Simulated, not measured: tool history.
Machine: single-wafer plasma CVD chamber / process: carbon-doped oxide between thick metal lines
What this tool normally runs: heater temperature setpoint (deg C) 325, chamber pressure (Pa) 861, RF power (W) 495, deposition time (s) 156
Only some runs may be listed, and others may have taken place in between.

| run | hour | heater temperature setpoint (deg C) | chamber pressure (Pa) | RF power (W) | deposition time (s) | wafers since the last listed run | hours since the last thermocouple change | hours since the last RF generator calibration | hours since the last manometer calibration | hours since the showerhead was replaced | hours since the gauge calibration | read-back reference wafer on the same gauge, thickness_nm | mean film thickness on the monitor wafer (nm) |
|---|---|---|---|---|---|---|---|---|---|---|---|---|---|
| 1 | 0 | 325 | 861 | 495 | 137 | 0 | 2074 | 908.4 | 1606.3 | 5245 | 1.5 | 690.993 | 697.834 |
| 2 | 20.6 | 325 | 861 | 495 | 176 | 180 | 2094.6 | 929 | 1626.9 | 5265.6 | 22.1 | 691.023 | 890.374 |
| 3 | 44 | 325 | 861 | 495 | 176 | 205 | 2118 | 952.4 | 1650.3 | 5289 | 45.5 | 690.862 | 891.66 |
|  | 77 | RF generator calibrated |
| 4 | 77.5 | 325 | 861 | 495 | 176 | 224 | 2151.5 | 0.5 | 1683.8 | 5322.5 | 79 | 691.217 | 944.591 |
| 5 | 82.4 | 325 | 861 | 495 | 156 | 43 | 2156.4 | 5.4 | 1688.7 | 5327.4 | 83.9 | 691.451 | 842.448 |
| 6 | 114.3 | 325 | 861 | 495 | 156 | 280 | 2188.3 | 37.3 | 1720.6 | 5359.3 | 115.8 | 691.096 | 839.605 |
| 7 | 128.9 | 332 | 935 | 495 | 125 | 128 | 2202.9 | 51.9 | 1735.2 | 5373.9 | 130.4 | 690.818 | 658.034 |
|  | 154.5 | showerhead replaced |
| 8 | 155 | 331 | 861 | 420 | 156 | 159 | 2229 | 78 | 1761.3 | 0.5 | 156.5 | 690.934 | 684.272 |
| 9 | 176.3 | 325 | 861 | 580 | 156 | 187 | 2250.3 | 99.3 | 1782.6 | 21.8 | 177.8 | 690.733 | 963.517 |
| 10 | 198.4 | 325 | 861 | 465 | 156 | 194 | 2272.4 | 121.4 | 1804.7 | 43.9 | 199.9 | 690.853 | 791.126 |
| 11 | 215.3 | 325 | 756 | 495 | 145 | 148 | 2289.3 | 138.3 | 1821.6 | 60.8 | 216.8 | 691.48 | 762.887 |
| 12 | 252.1 | 325 | 861 | 495 | 156 | 323 | 2326.1 | 175.1 | 1858.4 | 97.6 | 253.6 | 691.368 | 838.944 |
| 13 | 308.9 | 325 | 861 | 590 | 184 | 498 | 2382.9 | 231.9 | 1915.2 | 154.4 | 310.4 | 690.676 | 1145.026 |
| 14 | 344.7 | 316 | 1051 | 540 | 156 | 314 | 2418.7 | 267.7 | 1951 | 190.2 | 346.2 | 691.957 | 955.755 |
| 15 | 364.7 | 314 | 861 | 495 | 156 | 175 | 2438.7 | 287.7 | 1971 | 210.2 | 366.2 | 690.827 | 868.162 |
|  | 393.6 | capacitance manometer re-zeroed and calibrated |
|  | 415.3 | thermocouple changed; heater temperature recalibrated |
| 16 | 465.2 | 325 | 861 | 450 | 156 | 742 | 49.9 | 388.2 | 71.6 | 310.7 | 466.7 | 691.025 | 749.001 |
| 17 | 486.2 | 325 | 725 | 495 | 156 | 184 | 70.9 | 409.2 | 92.6 | 331.7 | 487.7 | 691.432 | 810.504 |
| 18 | 502 | 325 | 861 | 495 | 156 | 138 | 86.7 | 425 | 108.4 | 347.5 | 503.5 | 690.483 | 830.93 |
| 19 | 534.9 | 325 | 861 | 495 | 156 | 289 | 119.6 | 457.9 | 141.3 | 380.4 | 536.4 | 690.555 | 826.722 |
| 20 | 556.1 | 325 | 756 | 495 | 145 | 186 | 140.8 | 479.1 | 162.5 | 401.6 | 557.6 | 690.964 | 754.608 |
| 21 | 581.2 | 325 | 861 | 460 | 156 | 220 | 165.9 | 504.2 | 187.6 | 426.7 | 582.7 | 691 | 765.073 |
| 22 | 598.8 | 319 | 1068 | 535 | 132 | 154 | 183.5 | 521.8 | 205.2 | 444.3 | 600.3 | 691.366 | 780.91 |
| 23 | 618.5 | 325 | 1052 | 495 | 156 | 173 | 203.2 | 541.5 | 224.9 | 464 | 620 | 690.445 | 835.23 |
| 24 | 631 | 325 | 724 | 530 | 156 | 109 | 215.7 | 554 | 237.4 | 476.5 | 632.5 | 691.151 | 852.771 |
| 25 | 661.9 | 333 | 957 | 585 | 169 | 271 | 246.6 | 584.9 | 268.3 | 507.4 | 663.4 | 690.775 | 1007.794 |
| 26 | 692.4 | 325 | 861 | 495 | 156 | 267 | 277.1 | 615.4 | 298.8 | 537.9 | 693.9 | 690.475 | 818.364 |
| 27 | 725.8 | 332 | 927 | 405 | 156 | 293 | 310.5 | 648.8 | 332.2 | 571.3 | 727.3 | 690.843 | 630.965 |
| 28 | 741 | 340 | 861 | 495 | 129 | 133 | 325.7 | 664 | 347.4 | 586.5 | 742.5 | 691.407 | 640.629 |

Alternative continuations, all from the tool just after run 28; predict every row:
| A | 741.4 | 325 | 861 | 570 | 156 | 3 | 326.1 | 664.4 | 347.8 | 586.9 | 742.9 | ? | ? |
| B | 741.4 | 319 | 736 | 495 | 156 | 3 | 326.1 | 664.4 | 347.8 | 586.9 | 742.9 | ? | ? |
| C | 741.4 | 325 | 861 | 495 | 164 | 3 | 326.1 | 664.4 | 347.8 | 586.9 | 742.9 | ? | ? |
| D | 741.4 | 319 | 965 | 470 | 156 | 3 | 326.1 | 664.4 | 347.8 | 586.9 | 742.9 | ? | ? |

| run | read-back reference wafer on the same gauge, thickness_nm | mean film thickness on the monitor wafer (nm) |
|---|---|---|
| A | 690.6 | 921.778 |
| B | 690.6 | 813.526 |
| C | 690.6 | 853.609 |
| D | 690.6 | 795.026 |
Stripped of hidden state, with their random variation kept, the same runs would have yielded:
| run | mean film thickness on the monitor wafer (nm) |
|---|---|
| A | 952.055 |
| B | 841.732 |
| C | 883.205 |
| D | 826.589 |

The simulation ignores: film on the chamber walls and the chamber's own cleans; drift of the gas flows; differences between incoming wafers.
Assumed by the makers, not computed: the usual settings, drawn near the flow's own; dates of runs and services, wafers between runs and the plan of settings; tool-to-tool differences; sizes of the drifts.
